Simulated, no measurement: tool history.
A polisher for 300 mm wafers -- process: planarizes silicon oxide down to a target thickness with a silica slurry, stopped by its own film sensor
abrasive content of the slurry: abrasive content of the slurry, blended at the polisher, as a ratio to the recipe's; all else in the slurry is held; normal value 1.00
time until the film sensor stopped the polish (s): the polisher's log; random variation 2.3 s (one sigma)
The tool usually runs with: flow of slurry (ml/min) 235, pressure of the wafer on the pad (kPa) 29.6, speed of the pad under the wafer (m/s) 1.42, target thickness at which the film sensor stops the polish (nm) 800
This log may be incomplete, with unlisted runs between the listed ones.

run     day  flow of slurry (ml/min)  pressure of the wafer on the pad (kPa)  speed of the pad under the wafer (m/s)  abrasive content of the slurry  target thickness at which the film sensor stops the polish (nm)  wafers since the last listed run  wafers polished on this pad  hours since the slurry nozzle was cleaned  hours since the head pressure was calibrated  hours since the slurry blender was calibrated  hours since the conditioning disc was replaced  incoming thickness of the incoming film, nm  time until the film sensor stopped the polish (s)
  1   0.000                      235                                    29.6                                    1.42                            1.00                                                              800                                 0                          225                                      404.4                                         896.4                                           26.7                                           251.6                                       1402.8                                              176.7
  2   1.325                      235                                    29.6                                    1.42                            1.00                                                              800                               214                          440                                      436.2                                         928.2                                           58.5                                           283.4                                       1436.6                                              189.2
  3   4.271                      235                                    29.6                                    1.42                            1.00                                                              800                               477                          918                                      506.9                                         998.9                                          129.2                                           354.1                                       1413.5                                              182.4
  4   7.017                      235                                    29.6                                    1.42                            1.00                                                              800                               445                         1363                                      572.8                                        1064.8                                          195.1                                           420.0                                       1411.1                                              187.6
  5   8.271                      235                                    29.6                                    1.42                            1.00                                                              800                               203                         1567                                      602.9                                        1094.9                                          225.2                                           450.1                                       1415.7                                              193.8
      9.071  -- slurry nozzle cleaned
  6   9.742                      235                                    29.6                                    1.02                            1.00                                                              800                               231                         1799                                       16.1                                        1130.2                                          260.5                                           485.4                                       1409.8                                              255.5
     10.358  -- conditioning disc replaced and pad reconditioned
  7  11.200                      235                                    29.6                                    1.02                            1.00                                                              800                               223                         2022                                       51.1                                        1165.2                                          295.5                                            20.2                                       1425.7                                              261.4
     12.104  -- worn pad replaced by a new one
  8  12.238                      235                                    29.6                                    1.60                            1.00                                                              612                               141                           21                                       76.0                                        1190.1                                          320.4                                            45.1                                       1423.6                                              218.1
  9  13.404                      235                                    29.6                                    1.42                            1.00                                                              800                               189                          211                                      104.0                                        1218.1                                          348.4                                            73.1                                       1395.0                                              179.0
 10  15.038                      235                                    29.6                                    1.42                            1.10                                                              800                               265                          476                                      143.2                                        1257.3                                          387.6                                           112.3                                       1392.2                                              170.0
 11  16.267                      285                                    23.4                                    1.86                            1.00                                                              640                               199                          675                                      172.7                                        1286.8                                          417.1                                           141.8                                       1418.8                                              234.7
     16.692  -- head pressure recalibrated
     16.771  -- slurry blender recalibrated
 12  17.771                      280                                    24.8                                    1.18                            1.00                                                              800                               218                          893                                      208.8                                          25.9                                           24.0                                           177.9                                       1411.4                                              255.9
 13  20.117                      235                                    33.8                                    1.42                            1.00                                                              800                               380                         1274                                      265.1                                          82.2                                           80.3                                           234.2                                       1407.6                                              170.5
 14  21.408                      210                                    29.6                                    1.28                            0.75                                                              861                               209                         1483                                      296.1                                         113.2                                          111.3                                           265.2                                       1396.9                                              221.1
 15  23.638                      235                                    26.9                                    1.42                            1.00                                                              884                               361                         1845                                      349.6                                         166.7                                          164.8                                           318.7                                       1401.7                                              191.7
     25.146  -- worn pad replaced by a new one
 16  25.662                      180                                    29.6                                    1.42                            0.90                                                              694                               301                           84                                      398.2                                         215.3                                          213.4                                           367.3                                       1395.0                                              232.3
 17  28.412                      235                                    29.6                                    1.42                            1.00                                                              800                               446                          530                                      464.2                                         281.3                                          279.4                                           433.3                                       1394.5                                              181.6
 18  29.629                      235                                    36.5                                    1.42                            1.00                                                              800                               197                          727                                      493.4                                         310.5                                          308.6                                           462.5                                       1415.3                                              150.7
 19  31.679                      260                                    36.5                                    1.42                            1.00                                                              800                               332                         1060                                      542.6                                         359.7                                          357.8                                           511.7                                       1381.3                                              142.2
     31.888  -- slurry blender recalibrated
     32.050  -- conditioning disc replaced and pad reconditioned
 20  33.879                      235                                    29.6                                    1.42                            1.00                                                              800                               329                         1390                                      595.4                                         412.5                                           47.8                                            43.9                                       1391.3                                              183.4
     35.817  -- slurry nozzle cleaned
 21  36.633                      235                                    29.6                                    1.42                            1.25                                                              800                               440                         1830                                       19.6                                         478.6                                          113.9                                           110.0                                       1389.9                                              173.5
 22  38.429                      235                                    29.6                                    1.02                            1.00                                                             1005                               291                         2121                                       62.7                                         521.7                                          157.0                                           153.1                                       1412.0                                              175.1
 23  39.833                      280                                    29.6                                    1.70                            1.10                                                              800                               227                         2349                                       96.4                                         555.4                                          190.7                                           186.8                                       1421.8                                              172.5
     40.921  -- worn pad replaced by a new one
 24  44.288                      255                                    29.6                                    1.10                            0.70                                                              717                               695                          546                                      203.3                                         662.3                                          297.6                                           293.7                                       1409.0                                              302.1
     46.183  -- slurry blender recalibrated
 25  46.567                      165                                    29.6                                    1.28                            1.00                                                              800                               356                          902                                      258.0                                         717.0                                            9.2                                           348.4                                       1385.2                                              204.2

4 ways to go on from here, each from the tool as it stands after run 25. What would each give?
  A  46.588                      185                                    29.6                                    1.42                            1.00                                                              800                                 3                          906                                      258.5                                         717.5                                            9.7                                           348.9                                       1398.8                                                  ?
  B  46.588                      270                                    29.6                                    1.42                            1.00                                                              800                                 3                          906                                      258.5                                         717.5                                            9.7                                           348.9                                       1398.8                                                  ?
  C  46.588                      270                                    35.2                                    1.42                            1.25                                                              651                                 3                          906                                      258.5                                         717.5                                            9.7                                           348.9                                       1398.8                                                  ?
  D  46.588                      270                                    22.8                                    1.42                            1.00                                                              800                                 3                          906                                      258.5                                         717.5                                            9.7                                           348.9                                       1398.8                                                  ?

run  time until the film sensor stopped the polish (s)
  A                                              188.9
  B                                              179.6
  C                                              171.9
  D                                              234.0
Take away the tool's hidden state, keep each run's random variation, and the runs would have read:
run  time until the film sensor stopped the polish (s)
  A                                              184.7
  B                                              175.6
  C                                              168.1
  D                                              228.8
